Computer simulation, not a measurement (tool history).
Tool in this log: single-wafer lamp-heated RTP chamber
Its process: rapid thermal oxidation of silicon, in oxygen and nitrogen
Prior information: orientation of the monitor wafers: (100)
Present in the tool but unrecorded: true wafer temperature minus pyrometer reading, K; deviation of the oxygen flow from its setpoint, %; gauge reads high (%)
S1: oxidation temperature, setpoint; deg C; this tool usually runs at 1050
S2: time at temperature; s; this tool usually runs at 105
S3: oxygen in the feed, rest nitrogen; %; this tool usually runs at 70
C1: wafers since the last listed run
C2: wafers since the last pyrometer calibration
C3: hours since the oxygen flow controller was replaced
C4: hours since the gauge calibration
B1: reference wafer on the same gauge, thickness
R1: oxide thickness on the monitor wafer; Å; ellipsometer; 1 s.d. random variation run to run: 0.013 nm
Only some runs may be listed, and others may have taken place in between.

{"run": 1, "hour": 0.0, "S1": 1050, "S2": 105, "S3": 70, "C1": 0, "C2": 1985, "C3": 2950.9, "C4": 33.6, "B1": 8.28, "R1": 90.21}
{"run": 2, "hour": 8.0, "S1": 1050, "S2": 105, "S3": 70, "C1": 61, "C2": 2047, "C3": 2958.9, "C4": 41.6, "B1": 8.28, "R1": 90.49}
{"run": 3, "hour": 18.5, "S1": 1064, "S2": 105, "S3": 85, "C1": 81, "C2": 2128, "C3": 2969.4, "C4": 52.1, "B1": 8.277, "R1": 106.93}
{"run": 4, "hour": 28.8, "S1": 1064, "S2": 105, "S3": 85, "C1": 79, "C2": 2208, "C3": 2979.7, "C4": 62.4, "B1": 8.279, "R1": 106.92}
{"run": 5, "hour": 41.0, "S1": 1050, "S2": 105, "S3": 70, "C1": 94, "C2": 2302, "C3": 2991.9, "C4": 74.6, "B1": 8.279, "R1": 90.84}
{"run": 6, "hour": 56.3, "S1": 1050, "S2": 105, "S3": 70, "C1": 118, "C2": 2421, "C3": 3007.2, "C4": 89.9, "B1": 8.283, "R1": 90.91}
{"run": 7, "hour": 68.6, "S1": 1050, "S2": 105, "S3": 70, "C1": 95, "C2": 2516, "C3": 3019.5, "C4": 102.2, "B1": 8.28, "R1": 90.92}
{"run": 8, "hour": 75.9, "S1": 1050, "S2": 79, "S3": 45, "C1": 56, "C2": 2572, "C3": 3026.8, "C4": 109.5, "B1": 8.278, "R1": 68.4}
{"hour": 87.5, "done": "oxygen flow controller replaced"}
{"run": 9, "hour": 91.4, "S1": 1074, "S2": 105, "S3": 70, "C1": 57, "C2": 2630, "C3": 3.9, "C4": 125.0, "B1": 8.278, "R1": 107.27}
{"run": 10, "hour": 97.9, "S1": 1077, "S2": 65, "S3": 92, "C1": 50, "C2": 2680, "C3": 10.4, "C4": 131.5, "B1": 8.284, "R1": 96.8}
{"run": 11, "hour": 108.2, "S1": 1050, "S2": 105, "S3": 70, "C1": 79, "C2": 2760, "C3": 20.7, "C4": 141.8, "B1": 8.282, "R1": 91.15}
{"run": 12, "hour": 125.4, "S1": 1075, "S2": 79, "S3": 70, "C1": 132, "C2": 2893, "C3": 37.9, "C4": 159.0, "B1": 8.277, "R1": 95.07}
{"hour": 136.5, "done": "pyrometer window cleaned and pyrometer calibrated"}
{"hour": 136.8, "done": "gauge calibrated"}
{"run": 13, "hour": 139.9, "S1": 1029, "S2": 67, "S3": 45, "C1": 50, "C2": 26, "C3": 52.4, "C4": 3.1, "B1": 8.276, "R1": 53.45}
{"run": 14, "hour": 149.4, "S1": 1033, "S2": 84, "S3": 48, "C1": 73, "C2": 99, "C3": 61.9, "C4": 12.6, "B1": 8.284, "R1": 61.88}
{"run": 15, "hour": 194.2, "S1": 1058, "S2": 105, "S3": 43, "C1": 346, "C2": 446, "C3": 106.7, "C4": 57.4, "B1": 8.283, "R1": 78.72}

Some steps in R1, run to run, broken into two amounts with sign: the step expected even without the hidden condition (settings, incoming material, random variation), and the rest, left for the hidden condition together with whatever gauge scatter is not in both the measured and the hidden-condition-free result:
Run 12 -> 13: S1 1075 -> 1029, S2 79 -> 67, S3 70 -> 45, pyrometer window cleaned and pyrometer calibrated, gauge calibrated. R1 -41.62 Å: hidden state -3.31, all else -38.31.
